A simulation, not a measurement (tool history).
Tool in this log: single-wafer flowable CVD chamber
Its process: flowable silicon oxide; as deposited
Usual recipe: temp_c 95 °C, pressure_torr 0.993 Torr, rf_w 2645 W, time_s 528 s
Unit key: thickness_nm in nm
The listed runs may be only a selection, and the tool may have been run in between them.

run    hour  temp_c  pressure_torr  rf_w  time_s  read-back reference wafer on the same gauge, thickness_nm  thickness_nm
  1       0      95          0.993  2645     528                                                    410.376       494.875
  2    47.6      95          0.993  2645     528                                                    409.796        501.84
  3   111.7      95          0.993  2645     528                                                    410.717       499.192
  4   141.2      95          0.993  2645     528                                                    410.198       497.363
  5   188.6      95          0.993  2645     528                                                    409.168       496.498
  6   337.4      95          0.914  2645     466                                                    410.203       403.752
  7     363      95          0.993  2645     528                                                    410.102       501.076
  8   397.4      95          0.993  2645     528                                                    410.185       501.006
  9   454.6      95          0.993  2645     528                                                    410.127       501.996
 10   516.3     110          1.223  2140     497                                                     408.98       311.064
 11   543.9      91          1.217  2645     633                                                    410.269       846.487
 12   568.9     110          1.087  2645     528                                                     410.02        309.14
 13   596.7      85          0.993  2645     434                                                    409.891        582.52
      646.4  -- RF generator calibrated
 14   651.7      89          1.211  2205     432                                                    410.225       591.083
 15   788.9      95          0.993  2645     528                                                     410.03        496.55
 16   826.5     102          0.993  2645     528                                                    410.088       380.586
      833.1  -- gauge calibrated
      855.1  -- thermocouple changed; heater temperature recalibrated
      868.8  -- showerhead replaced
 17   887.3      85          0.993  2645     617                                                    409.428       829.339
 18   928.2      95           0.82  2180     490                                                    409.927        371.76
 19   989.4      95          0.993  2645     528                                                    409.311       497.987
     1013.7  -- capacitance manometer re-zeroed and calibrated
 20  1047.5     110          1.223  2140     497                                                    409.127        311.08
 21  1114.4      85          0.755  2645     476                                                    409.738       487.619
 22  1176.9      95          0.993  2645     528                                                    409.924       498.817
 23  1214.4      95          0.993  2645     528                                                    410.026       498.118
 24  1249.3      87          0.867  2645     528                                                    409.628       588.549
 25  1282.4      85          0.861  2280     492                                                    410.771       556.734
 26  1349.4      84            0.8  2645     528                                                     409.89       596.287
 27  1385.3      95          0.993  2340     528                                                    409.658       485.253
 28    1410      95          0.902  3130     528                                                    409.801         462.5

Forecast each of these 4 alternatives for the next run:
  A  1410.5      95          0.993  2645     528                                                          ?             ?
  B  1410.5      95          0.912  2385     528                                                          ?             ?
  C  1410.5      99          0.993  2855     588                                                          ?             ?
  D  1410.5      90          0.912  2645     487                                                          ?             ?

run  read-back reference wafer on the same gauge, thickness_nm  thickness_nm
  A                                                     410.09       498.477
  B                                                     410.09       449.278
  C                                                     410.09       482.673
  D                                                     410.09       510.173
The same runs, with their run-to-run variation unchanged, on a tool lacking any hidden condition would have given:
run  thickness_nm
  A       498.477
  B       449.278
  C       482.673
  D       510.173
